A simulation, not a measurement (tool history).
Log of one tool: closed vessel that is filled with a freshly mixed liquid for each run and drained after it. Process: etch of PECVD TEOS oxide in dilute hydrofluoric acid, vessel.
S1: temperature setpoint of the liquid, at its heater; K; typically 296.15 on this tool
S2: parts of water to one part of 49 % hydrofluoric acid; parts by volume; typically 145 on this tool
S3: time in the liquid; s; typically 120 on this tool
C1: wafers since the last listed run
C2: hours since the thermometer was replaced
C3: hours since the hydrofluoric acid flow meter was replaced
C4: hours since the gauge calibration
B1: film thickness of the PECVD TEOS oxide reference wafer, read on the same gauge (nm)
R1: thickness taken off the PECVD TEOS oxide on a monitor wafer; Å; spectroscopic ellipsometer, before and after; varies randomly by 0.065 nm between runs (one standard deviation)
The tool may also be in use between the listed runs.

run 1 day=0.000 | S1=296.15 S2=145 S3=120 | C1=0 C2=70.1 C3=181.4 C4=365.2 | B1=120.00 | R1=101.2
run 2 day=2.871 | S1=296.15 S2=145 S3=120 | C1=8071 C2=139.0 C3=250.3 C4=434.1 | B1=120.00 | R1=101.2
run 3 day=7.012 | S1=296.15 S2=145 S3=120 | C1=11645 C2=238.4 C3=349.7 C4=533.5 | B1=119.98 | R1=102.6
run 4 day=10.721 | S1=296.15 S2=145 S3=120 | C1=10426 C2=327.4 C3=438.7 C4=622.5 | B1=119.99 | R1=101.7
run 5 day=12.446 | S1=296.15 S2=145 S3=120 | C1=4850 C2=368.8 C3=480.1 C4=663.9 | B1=120.00 | R1=102.8
run 6 day=16.733 | S1=296.15 S2=145 S3=120 | C1=12055 C2=471.7 C3=583.0 C4=766.8 | B1=119.99 | R1=101.4
run 7 day=21.054 | S1=296.15 S2=145 S3=120 | C1=12148 C2=575.4 C3=686.7 C4=870.5 | B1=120.01 | R1=101.6
-- day=23.975 hydrofluoric acid flow meter replaced
run 8 day=23.996 | S1=296.15 S2=145 S3=120 | C1=8153 C2=646.0 C3=0.5 C4=941.1 | B1=120.02 | R1=98.0
run 9 day=27.638 | S1=296.15 S2=145 S3=120 | C1=10239 C2=733.4 C3=87.9 C4=1028.5 | B1=119.99 | R1=98.1
run 10 day=30.750 | S1=296.15 S2=145 S3=120 | C1=8751 C2=808.1 C3=162.6 C4=1103.2 | B1=119.97 | R1=99.5
run 11 day=32.408 | S1=292.65 S2=145 S3=65 | C1=4662 C2=847.9 C3=202.4 C4=1143.0 | B1=120.00 | R1=46.7
run 12 day=34.262 | S1=292.65 S2=145 S3=65 | C1=5213 C2=892.4 C3=246.9 C4=1187.5 | B1=120.00 | R1=46.6
run 13 day=37.167 | S1=296.15 S2=190 S3=65 | C1=8165 C2=962.1 C3=316.6 C4=1257.2 | B1=119.99 | R1=38.8
-- day=41.242 thermometer replaced
run 14 day=41.562 | S1=296.15 S2=145 S3=120 | C1=12242 C2=7.7 C3=422.1 C4=1362.7 | B1=119.99 | R1=102.9
run 15 day=45.754 | S1=296.15 S2=145 S3=120 | C1=11785 C2=108.3 C3=522.7 C4=1463.3 | B1=120.01 | R1=103.8
run 16 day=49.233 | S1=296.15 S2=145 S3=120 | C1=9782 C2=191.8 C3=606.2 C4=1546.8 | B1=119.97 | R1=103.1
run 17 day=53.696 | S1=296.15 S2=215 S3=120 | C1=12547 C2=298.9 C3=713.3 C4=1653.9 | B1=119.99 | R1=65.9
run 18 day=56.692 | S1=300.65 S2=205 S3=120 | C1=8423 C2=370.8 C3=785.2 C4=1725.8 | B1=120.00 | R1=80.9
-- day=58.246 hydrofluoric acid flow meter replaced
run 19 day=66.533 | S1=296.15 S2=145 S3=120 | C1=27554 C2=607.0 C3=198.9 C4=1962.0 | B1=120.01 | R1=98.0
-- day=67.696 gauge calibrated
run 20 day=71.942 | S1=296.15 S2=80 S3=100 | C1=15206 C2=736.8 C3=328.7 C4=101.9 | B1=119.98 | R1=162.0
run 21 day=73.558 | S1=299.65 S2=145 S3=95 | C1=4545 C2=775.6 C3=367.5 C4=140.7 | B1=120.00 | R1=88.5
run 22 day=76.950 | S1=296.15 S2=125 S3=120 | C1=9536 C2=857.0 C3=448.9 C4=222.1 | B1=120.00 | R1=117.7
run 23 day=81.329 | S1=299.15 S2=95 S3=75 | C1=12312 C2=962.1 C3=554.0 C4=327.2 | B1=120.00 | R1=112.2
run 24 day=83.954 | S1=296.15 S2=145 S3=120 | C1=7380 C2=1025.1 C3=617.0 C4=390.2 | B1=120.03 | R1=98.9
run 25 day=86.871 | S1=298.65 S2=190 S3=65 | C1=8200 C2=1095.1 C3=687.0 C4=460.2 | B1=119.99 | R1=43.1
-- day=87.442 thermometer replaced
run 26 day=90.408 | S1=297.65 S2=145 S3=120 | C1=9829 C2=71.2 C3=771.9 C4=545.1 | B1=120.00 | R1=109.2
-- day=90.625 hydrofluoric acid flow meter replaced
run 27 day=94.129 | S1=300.15 S2=170 S3=150 | C1=10344 C2=160.5 C3=84.1 C4=634.4 | B1=119.99 | R1=120.4
run 28 day=96.721 | S1=296.15 S2=145 S3=120 | C1=7286 C2=222.7 C3=146.3 C4=696.6 | B1=120.00 | R1=99.6
run 29 day=101.212 | S1=291.65 S2=145 S3=185 | C1=12629 C2=330.5 C3=254.1 C4=804.4 | B1=120.00 | R1=130.5
run 30 day=104.354 | S1=296.15 S2=95 S3=120 | C1=8833 C2=405.9 C3=329.5 C4=879.8 | B1=120.01 | R1=163.0
run 31 day=108.342 | S1=296.15 S2=145 S3=120 | C1=11211 C2=501.6 C3=425.2 C4=975.5 | B1=119.98 | R1=101.2
run 32 day=110.254 | S1=296.15 S2=145 S3=120 | C1=5377 C2=547.5 C3=471.1 C4=1021.4 | B1=120.01 | R1=101.9

Per-run results on a tool with no hidden state, each run keeping its own random variation:
Hidden conditions of the tool in this case: liquid colder than its thermometer reads (K); hydrofluoric acid flow above the setpoint (%); gauge reads high (%).
run=1 R1=99.8
run=2 R1=99.6
run=3 R1=100.7
run=4 R1=99.6
run=5 R1=100.5
run=6 R1=98.8
run=7 R1=98.7
run=8 R1=99.4
run=9 R1=99.3
run=10 R1=100.4
run=11 R1=47.2
run=12 R1=47.0
run=13 R1=39.0
run=14 R1=99.2
run=15 R1=99.8
run=16 R1=99.0
run=17 R1=62.9
run=18 R1=76.9
run=19 R1=98.9
run=20 R1=163.3
run=21 R1=88.7
run=22 R1=117.9
run=23 R1=112.2
run=24 R1=98.6
run=25 R1=42.7
run=26 R1=104.1
run=27 R1=119.4
run=28 R1=98.5
run=29 R1=128.9
run=30 R1=160.9
run=31 R1=99.4
run=32 R1=100.0

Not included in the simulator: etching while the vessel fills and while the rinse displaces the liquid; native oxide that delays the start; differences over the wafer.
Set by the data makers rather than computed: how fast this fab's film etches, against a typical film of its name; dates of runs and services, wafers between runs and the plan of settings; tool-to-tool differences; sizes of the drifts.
